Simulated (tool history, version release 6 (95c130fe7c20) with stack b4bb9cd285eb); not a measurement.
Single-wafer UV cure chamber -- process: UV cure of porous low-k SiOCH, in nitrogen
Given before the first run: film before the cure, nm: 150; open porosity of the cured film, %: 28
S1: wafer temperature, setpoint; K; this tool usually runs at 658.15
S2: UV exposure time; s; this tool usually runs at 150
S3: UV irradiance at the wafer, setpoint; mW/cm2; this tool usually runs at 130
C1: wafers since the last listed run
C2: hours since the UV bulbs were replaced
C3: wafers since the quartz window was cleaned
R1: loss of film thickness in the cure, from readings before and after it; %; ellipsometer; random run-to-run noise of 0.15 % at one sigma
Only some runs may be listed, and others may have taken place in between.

{"run": 1, "hour": 0.0, "S1": 658.15, "S2": 150, "S3": 130, "C1": 0, "C2": 2609.1, "C3": 160, "R1": 13.536}
{"run": 2, "hour": 35.5, "S1": 658.15, "S2": 150, "S3": 130, "C1": 310, "C2": 2644.6, "C3": 470, "R1": 13.124}
{"run": 3, "hour": 71.4, "S1": 658.15, "S2": 150, "S3": 153, "C1": 314, "C2": 2680.5, "C3": 784, "R1": 13.784}
{"run": 4, "hour": 102.6, "S1": 658.15, "S2": 150, "S3": 153, "C1": 272, "C2": 2711.7, "C3": 1057, "R1": 13.959}
{"run": 5, "hour": 121.8, "S1": 658.15, "S2": 150, "S3": 130, "C1": 167, "C2": 2730.9, "C3": 1225, "R1": 12.943}
{"run": 6, "hour": 148.8, "S1": 658.15, "S2": 150, "S3": 130, "C1": 236, "C2": 2757.9, "C3": 1461, "R1": 12.712}
{"run": 7, "hour": 161.0, "S1": 658.15, "S2": 150, "S3": 130, "C1": 106, "C2": 2770.1, "C3": 1568, "R1": 12.497}
{"run": 8, "hour": 195.6, "S1": 658.15, "S2": 150, "S3": 130, "C1": 302, "C2": 2804.7, "C3": 1871, "R1": 12.805}
{"run": 9, "hour": 220.1, "S1": 658.15, "S2": 150, "S3": 130, "C1": 214, "C2": 2829.2, "C3": 2085, "R1": 12.6}
{"run": 10, "hour": 255.9, "S1": 658.15, "S2": 150, "S3": 130, "C1": 313, "C2": 2865, "C3": 2398, "R1": 12.502}
{"run": 11, "hour": 278.7, "S1": 658.15, "S2": 150, "S3": 130, "C1": 199, "C2": 2887.8, "C3": 2598, "R1": 12.735}
{"run": 12, "hour": 309.4, "S1": 658.15, "S2": 150, "S3": 130, "C1": 268, "C2": 2918.5, "C3": 2866, "R1": 12.509}
{"run": 13, "hour": 324.7, "S1": 658.15, "S2": 195, "S3": 104, "C1": 133, "C2": 2933.8, "C3": 3000, "R1": 12.639}
{"hour": 350.6, "done": "UV bulbs replaced"}
{"run": 14, "hour": 351.1, "S1": 658.15, "S2": 225, "S3": 154, "C1": 160, "C2": 0.5, "C3": 3161, "R1": 15.334}
{"run": 15, "hour": 360.8, "S1": 674.15, "S2": 195, "S3": 110, "C1": 84, "C2": 10.2, "C3": 3246, "R1": 13.21}
{"run": 16, "hour": 376.0, "S1": 647.15, "S2": 225, "S3": 158, "C1": 132, "C2": 25.4, "C3": 3379, "R1": 15.523}
{"hour": 407.2, "done": "quartz window cleaned"}
{"run": 17, "hour": 407.7, "S1": 658.15, "S2": 150, "S3": 130, "C1": 207, "C2": 57.1, "C3": 4, "R1": 13.726}
{"run": 18, "hour": 432.2, "S1": 658.15, "S2": 150, "S3": 130, "C1": 214, "C2": 81.6, "C3": 218, "R1": 13.469}
{"run": 19, "hour": 463.8, "S1": 638.15, "S2": 200, "S3": 118, "C1": 276, "C2": 113.2, "C3": 494, "R1": 13.664}
{"run": 20, "hour": 490.9, "S1": 642.15, "S2": 220, "S3": 164, "C1": 237, "C2": 140.3, "C3": 731, "R1": 15.662}
{"run": 21, "hour": 524.1, "S1": 644.15, "S2": 150, "S3": 130, "C1": 290, "C2": 173.5, "C3": 1022, "R1": 12.347}
{"run": 22, "hour": 541.4, "S1": 638.15, "S2": 200, "S3": 118, "C1": 151, "C2": 190.8, "C3": 1173, "R1": 13.339}
{"run": 23, "hour": 556.1, "S1": 667.15, "S2": 150, "S3": 95, "C1": 128, "C2": 205.5, "C3": 1302, "R1": 11.415}

5 options for the next run, each taken on its own from the tool as it stands now. Forecast them:
{"run": "A", "hour": 556.5, "S1": 674.15, "S2": 150, "S3": 130, "C1": 3, "C2": 205.9, "C3": 1305, "R1": "?"}
{"run": "B", "hour": 556.5, "S1": 649.15, "S2": 70, "S3": 109, "C1": 3, "C2": 205.9, "C3": 1305, "R1": "?"}
{"run": "C", "hour": 556.5, "S1": 677.15, "S2": 175, "S3": 104, "C1": 3, "C2": 205.9, "C3": 1305, "R1": "?"}
{"run": "D", "hour": 556.5, "S1": 670.15, "S2": 75, "S3": 130, "C1": 3, "C2": 205.9, "C3": 1305, "R1": "?"}
{"run": "E", "hour": 556.5, "S1": 658.15, "S2": 150, "S3": 141, "C1": 3, "C2": 205.9, "C3": 1305, "R1": "?"}

run=A R1=12.958
run=B R1=7.93
run=C R1=12.668
run=D R1=9.479
run=E R1=13.052
Without the tool's hidden state the same runs would have given:
run=A R1=13.93
run=B R1=8.818
run=C R1=13.634
run=D R1=10.395
run=E R1=14.025
